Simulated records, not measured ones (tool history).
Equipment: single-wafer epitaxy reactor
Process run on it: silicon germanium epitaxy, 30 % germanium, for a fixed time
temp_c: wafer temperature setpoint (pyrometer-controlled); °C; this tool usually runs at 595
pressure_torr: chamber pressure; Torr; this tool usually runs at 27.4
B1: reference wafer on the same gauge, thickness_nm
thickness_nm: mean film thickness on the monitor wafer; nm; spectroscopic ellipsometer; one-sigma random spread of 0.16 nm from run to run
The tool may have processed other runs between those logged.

run 1 hour=0.0 | temp_c=602 pressure_torr=22.0 | B1=54.105 | thickness_nm=61.436
-- hour=39.8 pyrometer calibrated
run 2 hour=55.9 | temp_c=602 pressure_torr=22.0 | B1=54.101 | thickness_nm=61.126
run 3 hour=96.8 | temp_c=595 pressure_torr=27.4 | B1=54.059 | thickness_nm=62.346
run 4 hour=128.9 | temp_c=595 pressure_torr=27.4 | B1=54.084 | thickness_nm=62.396
run 5 hour=174.3 | temp_c=595 pressure_torr=27.4 | B1=54.128 | thickness_nm=62.219
run 6 hour=226.7 | temp_c=602 pressure_torr=24.5 | B1=54.117 | thickness_nm=66.900
run 7 hour=297.7 | temp_c=602 pressure_torr=24.5 | B1=54.099 | thickness_nm=66.681
run 8 hour=367.4 | temp_c=590 pressure_torr=23.0 | B1=54.118 | thickness_nm=49.558
run 9 hour=398.1 | temp_c=590 pressure_torr=23.0 | B1=54.101 | thickness_nm=49.323
-- hour=602.6 capacitance manometer re-zeroed and calibrated
run 10 hour=604.6 | temp_c=590 pressure_torr=23.0 | B1=54.104 | thickness_nm=49.530
run 11 hour=669.1 | temp_c=583 pressure_torr=30.7 | B1=54.113 | thickness_nm=51.998
run 12 hour=694.9 | temp_c=583 pressure_torr=30.7 | B1=54.126 | thickness_nm=51.748
run 13 hour=723.7 | temp_c=606 pressure_torr=25.9 | B1=54.105 | thickness_nm=75.190
run 14 hour=760.6 | temp_c=595 pressure_torr=30.1 | B1=54.082 | thickness_nm=66.345
-- hour=793.4 gauge calibrated
run 15 hour=839.4 | temp_c=595 pressure_torr=30.1 | B1=54.097 | thickness_nm=66.359
-- hour=857.0 showerhead replaced
run 16 hour=872.7 | temp_c=595 pressure_torr=27.4 | B1=54.098 | thickness_nm=62.479
-- hour=901.7 pyrometer calibrated
run 17 hour=902.2 | temp_c=595 pressure_torr=27.4 | B1=54.076 | thickness_nm=62.621
run 18 hour=929.5 | temp_c=602 pressure_torr=32.2 | B1=54.097 | thickness_nm=80.309
run 19 hour=970.0 | temp_c=595 pressure_torr=27.4 | B1=54.092 | thickness_nm=62.495
run 20 hour=1022.1 | temp_c=595 pressure_torr=27.4 | B1=54.108 | thickness_nm=62.549
run 21 hour=1058.1 | temp_c=587 pressure_torr=22.3 | B1=54.092 | thickness_nm=45.170
run 22 hour=1087.9 | temp_c=595 pressure_torr=32.1 | B1=54.097 | thickness_nm=69.093
run 23 hour=1120.3 | temp_c=595 pressure_torr=27.4 | B1=54.072 | thickness_nm=62.452
run 24 hour=1154.0 | temp_c=603 pressure_torr=24.0 | B1=54.086 | thickness_nm=67.028
run 25 hour=1195.4 | temp_c=595 pressure_torr=24.4 | B1=54.081 | thickness_nm=57.439
run 26 hour=1240.5 | temp_c=583 pressure_torr=33.9 | B1=54.140 | thickness_nm=55.368
run 27 hour=1308.4 | temp_c=605 pressure_torr=27.4 | B1=54.078 | thickness_nm=76.730
run 28 hour=1344.9 | temp_c=605 pressure_torr=32.4 | B1=54.089 | thickness_nm=85.237
run 29 hour=1412.6 | temp_c=589 pressure_torr=22.1 | B1=54.146 | thickness_nm=46.772
run 30 hour=1457.2 | temp_c=603 pressure_torr=22.4 | B1=54.072 | thickness_nm=63.520
run 31 hour=1497.6 | temp_c=595 pressure_torr=27.4 | B1=54.108 | thickness_nm=62.594
run 32 hour=1568.8 | temp_c=591 pressure_torr=34.2 | B1=54.110 | thickness_nm=66.042
run 33 hour=1618.8 | temp_c=595 pressure_torr=27.4 | B1=54.096 | thickness_nm=62.106
run 34 hour=1665.6 | temp_c=585 pressure_torr=27.4 | B1=54.105 | thickness_nm=50.360
run 35 hour=1695.0 | temp_c=589 pressure_torr=27.4 | B1=54.127 | thickness_nm=54.823
-- hour=1785.9 pyrometer calibrated
run 36 hour=1791.8 | temp_c=603 pressure_torr=24.4 | B1=54.113 | thickness_nm=67.822

Branching from run 36: 3 alternative next runs. What would each branch give?
run A hour=1792.2 | temp_c=595 pressure_torr=27.4 | B1=? | thickness_nm=?
run B hour=1792.2 | temp_c=595 pressure_torr=29.4 | B1=? | thickness_nm=?
run C hour=1792.2 | temp_c=599 pressure_torr=30.5 | B1=? | thickness_nm=?

run=A B1=54.099 thickness_nm=62.252
run=B B1=54.099 thickness_nm=65.234
run=C B1=54.099 thickness_nm=72.629
What these runs would have given with no unlogged condition in the tool:
run=A thickness_nm=62.252
run=B thickness_nm=65.234
run=C thickness_nm=72.629
